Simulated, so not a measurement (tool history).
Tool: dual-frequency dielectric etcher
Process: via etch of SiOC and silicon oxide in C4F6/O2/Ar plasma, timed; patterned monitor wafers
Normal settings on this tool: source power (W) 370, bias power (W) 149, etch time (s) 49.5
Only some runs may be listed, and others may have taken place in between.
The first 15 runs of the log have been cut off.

run	hour	source power (W)	bias power (W)	etch time (s)	wafers since the last listed run	hours since the last wet clean	hours since the last source power generator calibration	hours since the last bias power generator calibration	hours since the last upper electrode change	hours since the gauge calibration	read-back reference wafer on the same gauge, depth_nm	mean etch depth across the wafer (angstrom)
16	1441.5	370	149	49.5	833	532.8	292.0	520.8	480.5	118.4	52.7	517
# hour 1526.5: wet clean of the chamber
17	1527.0	370	149	49.5	726	0.5	377.5	606.3	566.0	203.9	52.7	517
18	1619.1	370	149	39.5	1087	92.6	469.6	698.4	658.1	296.0	52.7	413
19	1682.3	370	149	49.5	746	155.8	532.8	761.6	721.3	359.2	52.7	518
20	1727.8	310	149	42.5	537	201.3	578.3	807.1	766.8	404.7	52.7	419
21	1831.8	430	159	39.0	1227	305.3	682.3	911.1	870.8	508.7	52.7	438
22	1887.1	410	125	42.5	652	360.6	737.6	966.4	926.1	564.0	52.7	444
23	1982.6	370	149	49.5	1127	456.1	833.1	1061.9	1021.6	659.5	52.7	521
24	2028.4	370	149	49.5	540	501.9	878.9	1107.7	1067.4	705.3	52.7	519
# hour 2078.1: wet clean of the chamber
25	2078.6	310	149	49.5	309	0.5	929.1	1157.9	1117.6	755.5	52.7	489
26	2160.9	410	160	49.5	971	82.8	1011.4	1240.2	1199.9	837.8	52.7	549
27	2210.3	290	149	62.5	583	132.2	1060.8	1289.6	1249.3	887.2	52.7	608
28	2277.2	300	119	35.5	789	199.1	1127.7	1356.5	1316.2	954.1	52.7	330
29	2383.3	330	161	57.5	1252	305.2	1233.8	1462.6	1422.3	1060.2	52.7	593
30	2438.9	370	149	49.5	656	360.8	1289.4	1518.2	1477.9	1115.8	52.7	524

Here are 3 independent what-if runs from the current tool condition. What would each one return?
A	2439.3	370	149	49.5	4	361.2	1289.8	1518.6	1478.3	1116.2	?	?
B	2439.3	350	118	49.5	4	361.2	1289.8	1518.6	1478.3	1116.2	?	?
C	2439.3	300	158	59.0	4	361.2	1289.8	1518.6	1478.3	1116.2	?	?

run	read-back reference wafer on the same gauge, depth_nm	mean etch depth across the wafer (angstrom)
A	52.7	523
B	52.7	486
C	52.7	590
With the hidden condition removed and each run's random variation left untouched, the same runs would have given:
run	mean etch depth across the wafer (angstrom)
A	515
B	479
C	580
